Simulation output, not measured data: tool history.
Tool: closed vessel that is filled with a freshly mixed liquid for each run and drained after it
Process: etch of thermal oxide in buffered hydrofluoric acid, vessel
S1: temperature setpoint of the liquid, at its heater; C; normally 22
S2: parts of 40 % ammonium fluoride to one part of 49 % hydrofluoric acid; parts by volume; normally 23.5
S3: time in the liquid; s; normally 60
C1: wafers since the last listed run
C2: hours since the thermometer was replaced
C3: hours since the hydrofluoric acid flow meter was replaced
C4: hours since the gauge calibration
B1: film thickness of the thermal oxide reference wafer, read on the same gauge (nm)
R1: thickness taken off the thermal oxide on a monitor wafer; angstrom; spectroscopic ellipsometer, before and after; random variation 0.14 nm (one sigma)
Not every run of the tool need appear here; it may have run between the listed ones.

run 1 hour=0 | S1=22 S2=23.5 S3=60 | C1=0 C2=3171.9 C3=987.3 C4=110.3 | B1=100.01 | R1=268.4
run 2 hour=9.1 | S1=22 S2=23.5 S3=60 | C1=725 C2=3181 C3=996.4 C4=119.4 | B1=99.99 | R1=266.9
run 3 hour=25.3 | S1=22 S2=23.5 S3=60 | C1=1292 C2=3197.2 C3=1012.6 C4=135.6 | B1=100.02 | R1=265.5
run 4 hour=37.6 | S1=22 S2=23.5 S3=60 | C1=981 C2=3209.5 C3=1024.9 C4=147.9 | B1=100.02 | R1=264.2
run 5 hour=79.3 | S1=24 S2=19 S3=60 | C1=3326 C2=3251.2 C3=1066.6 C4=189.6 | B1=100.03 | R1=343.8
run 6 hour=95.6 | S1=24 S2=19 S3=60 | C1=1300 C2=3267.5 C3=1082.9 C4=205.9 | B1=100.04 | R1=341.8
-- hour=105.4 thermometer replaced
run 7 hour=111.2 | S1=22 S2=23.5 S3=60 | C1=1164 C2=5.8 C3=1098.5 C4=221.5 | B1=100.03 | R1=265.5
-- hour=112.8 gauge calibrated
run 8 hour=118.3 | S1=22 S2=23.5 S3=60 | C1=566 C2=12.9 C3=1105.6 C4=5.5 | B1=100.01 | R1=266.2
run 9 hour=125.7 | S1=22 S2=28.5 S3=60 | C1=590 C2=20.3 C3=1113 C4=12.9 | B1=100.01 | R1=226.1
run 10 hour=131.8 | S1=22 S2=28.5 S3=60 | C1=486 C2=26.4 C3=1119.1 C4=19 | B1=100.01 | R1=226
run 11 hour=144.9 | S1=19.5 S2=23.5 S3=60 | C1=1044 C2=39.5 C3=1132.2 C4=32.1 | B1=100.02 | R1=228.5
run 12 hour=153.1 | S1=24.5 S2=21 S3=95 | C1=654 C2=47.7 C3=1140.4 C4=40.3 | B1=100 | R1=517.2
run 13 hour=168.1 | S1=22 S2=23.5 S3=60 | C1=1196 C2=62.7 C3=1155.4 C4=55.3 | B1=99.98 | R1=263.9
run 14 hour=175.1 | S1=24.5 S2=29 S3=75 | C1=558 C2=69.7 C3=1162.4 C4=62.3 | B1=100.04 | R1=321.2
run 15 hour=202.9 | S1=22 S2=23.5 S3=60 | C1=2217 C2=97.5 C3=1190.2 C4=90.1 | B1=99.99 | R1=263
-- hour=205.1 hydrofluoric acid flow meter replaced
run 16 hour=217.3 | S1=26.5 S2=28.5 S3=60 | C1=1068 C2=111.9 C3=12.2 C4=104.5 | B1=99.99 | R1=318.5
run 17 hour=235.2 | S1=22 S2=26 S3=95 | C1=1427 C2=129.8 C3=30.1 C4=122.4 | B1=100.02 | R1=419.9
run 18 hour=247.1 | S1=25 S2=19 S3=40 | C1=949 C2=141.7 C3=42 C4=134.3 | B1=99.98 | R1=261.3
run 19 hour=265.7 | S1=22 S2=30 S3=60 | C1=1483 C2=160.3 C3=60.6 C4=152.9 | B1=99.99 | R1=237.7
run 20 hour=283 | S1=20 S2=18.5 S3=30 | C1=1380 C2=177.6 C3=77.9 C4=170.2 | B1=100 | R1=153
run 21 hour=291.1 | S1=22 S2=23.5 S3=75 | C1=646 C2=185.7 C3=86 C4=178.3 | B1=100.01 | R1=352.5

5 options for the next run, each taken on its own from the tool as it stands now. Forecast them:
run A hour=291.8 | S1=25.5 S2=23.5 S3=60 | C1=55 C2=186.4 C3=86.7 C4=179 | B1=? | R1=?
run B hour=291.8 | S1=26 S2=28 S3=60 | C1=55 C2=186.4 C3=86.7 C4=179 | B1=? | R1=?
run C hour=291.8 | S1=19 S2=27 S3=50 | C1=55 C2=186.4 C3=86.7 C4=179 | B1=? | R1=?
run D hour=291.8 | S1=25 S2=27 S3=60 | C1=55 C2=186.4 C3=86.7 C4=179 | B1=? | R1=?
run E hour=291.8 | S1=20.5 S2=30 S3=60 | C1=55 C2=186.4 C3=86.7 C4=179 | B1=? | R1=?

run=A B1=100.01 R1=343.7
run=B B1=100.01 R1=313.1
run=C B1=100.01 R1=181.4
run=D B1=100.01 R1=304
run=E B1=100.01 R1=218.2
With no hidden state in the tool, these same runs would have given:
run=A R1=351.8
run=B R1=320.5
run=C R1=185.7
run=D R1=311.2
run=E R1=225.5
